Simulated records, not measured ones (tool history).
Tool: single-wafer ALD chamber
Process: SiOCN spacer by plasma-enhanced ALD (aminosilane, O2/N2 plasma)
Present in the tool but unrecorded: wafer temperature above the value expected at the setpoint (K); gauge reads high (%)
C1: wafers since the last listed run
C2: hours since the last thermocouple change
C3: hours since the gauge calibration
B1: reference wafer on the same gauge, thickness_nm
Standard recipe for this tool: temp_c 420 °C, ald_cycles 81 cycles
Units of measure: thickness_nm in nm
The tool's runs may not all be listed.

run 1 hour=0.0 | temp_c=416 ald_cycles=81 | C1=0 C2=500.4 C3=1395.8 | B1=4.483 | thickness_nm=4.566
run 2 hour=58.7 | temp_c=416 ald_cycles=81 | C1=293 C2=559.1 C3=1454.5 | B1=4.475 | thickness_nm=4.503
-- hour=91.3 gauge calibrated
run 3 hour=115.5 | temp_c=416 ald_cycles=81 | C1=283 C2=615.9 C3=24.2 | B1=4.484 | thickness_nm=4.535
run 4 hour=143.8 | temp_c=420 ald_cycles=81 | C1=141 C2=644.2 C3=52.5 | B1=4.476 | thickness_nm=4.453
run 5 hour=176.3 | temp_c=425 ald_cycles=81 | C1=162 C2=676.7 C3=85.0 | B1=4.477 | thickness_nm=4.383
run 6 hour=233.2 | temp_c=425 ald_cycles=81 | C1=284 C2=733.6 C3=141.9 | B1=4.480 | thickness_nm=4.404
run 7 hour=268.3 | temp_c=420 ald_cycles=81 | C1=175 C2=768.7 C3=177.0 | B1=4.486 | thickness_nm=4.482
run 8 hour=313.9 | temp_c=420 ald_cycles=81 | C1=227 C2=814.3 C3=222.6 | B1=4.474 | thickness_nm=4.480
run 9 hour=358.9 | temp_c=420 ald_cycles=81 | C1=224 C2=859.3 C3=267.6 | B1=4.480 | thickness_nm=4.486
run 10 hour=406.9 | temp_c=420 ald_cycles=69 | C1=239 C2=907.3 C3=315.6 | B1=4.477 | thickness_nm=3.815
run 11 hour=540.9 | temp_c=420 ald_cycles=69 | C1=669 C2=1041.3 C3=449.6 | B1=4.481 | thickness_nm=3.827
run 12 hour=587.3 | temp_c=424 ald_cycles=68 | C1=231 C2=1087.7 C3=496.0 | B1=4.484 | thickness_nm=3.722
run 13 hour=645.1 | temp_c=424 ald_cycles=68 | C1=288 C2=1145.5 C3=553.8 | B1=4.472 | thickness_nm=3.690
run 14 hour=713.0 | temp_c=420 ald_cycles=81 | C1=339 C2=1213.4 C3=621.7 | B1=4.480 | thickness_nm=4.502
run 15 hour=783.6 | temp_c=420 ald_cycles=81 | C1=352 C2=1284.0 C3=692.3 | B1=4.485 | thickness_nm=4.466
run 16 hour=821.8 | temp_c=420 ald_cycles=81 | C1=190 C2=1322.2 C3=730.5 | B1=4.480 | thickness_nm=4.492
run 17 hour=866.6 | temp_c=434 ald_cycles=67 | C1=223 C2=1367.0 C3=775.3 | B1=4.483 | thickness_nm=3.496
run 18 hour=933.2 | temp_c=411 ald_cycles=88 | C1=332 C2=1433.6 C3=841.9 | B1=4.475 | thickness_nm=5.025
run 19 hour=989.4 | temp_c=420 ald_cycles=69 | C1=280 C2=1489.8 C3=898.1 | B1=4.481 | thickness_nm=3.795
run 20 hour=1015.2 | temp_c=433 ald_cycles=86 | C1=128 C2=1515.6 C3=923.9 | B1=4.483 | thickness_nm=4.516
run 21 hour=1067.1 | temp_c=406 ald_cycles=85 | C1=259 C2=1567.5 C3=975.8 | B1=4.477 | thickness_nm=4.929
-- hour=1085.6 thermocouple changed; heater temperature recalibrated
run 22 hour=1102.6 | temp_c=433 ald_cycles=96 | C1=137 C2=17.0 C3=1011.3 | B1=4.483 | thickness_nm=5.064
run 23 hour=1161.1 | temp_c=434 ald_cycles=75 | C1=292 C2=75.5 C3=1069.8 | B1=4.477 | thickness_nm=3.925
run 24 hour=1205.2 | temp_c=420 ald_cycles=81 | C1=220 C2=119.6 C3=1113.9 | B1=4.484 | thickness_nm=4.514
run 25 hour=1237.2 | temp_c=432 ald_cycles=97 | C1=159 C2=151.6 C3=1145.9 | B1=4.479 | thickness_nm=5.170
run 26 hour=1301.6 | temp_c=414 ald_cycles=81 | C1=321 C2=216.0 C3=1210.3 | B1=4.479 | thickness_nm=4.563
-- hour=1322.3 gauge calibrated
run 27 hour=1325.7 | temp_c=412 ald_cycles=85 | C1=120 C2=240.1 C3=3.4 | B1=4.477 | thickness_nm=4.790
run 28 hour=1459.0 | temp_c=434 ald_cycles=86 | C1=666 C2=373.4 C3=136.7 | B1=4.478 | thickness_nm=4.494
run 29 hour=1528.8 | temp_c=405 ald_cycles=87 | C1=348 C2=443.2 C3=206.5 | B1=4.474 | thickness_nm=5.080
run 30 hour=1568.9 | temp_c=426 ald_cycles=96 | C1=200 C2=483.3 C3=246.6 | B1=4.482 | thickness_nm=5.178
run 31 hour=1615.6 | temp_c=429 ald_cycles=87 | C1=233 C2=530.0 C3=293.3 | B1=4.483 | thickness_nm=4.605
run 32 hour=1664.1 | temp_c=420 ald_cycles=81 | C1=242 C2=578.5 C3=341.8 | B1=4.488 | thickness_nm=4.482

Hidden state at the last listed run before each entry between runs and at the first one after, where it differs:
In the gap between runs 2 and 3: gauge calibrated (hour 91.3)
  nothing in the hidden state changes from one run to the other
In the gap between runs 21 and 22: thermocouple changed; heater temperature recalibrated (hour 1085.6)
  nothing in the hidden state changes from one run to the other
In the gap between runs 26 and 27: gauge calibrated (hour 1322.3)
  nothing in the hidden state changes from one run to the other
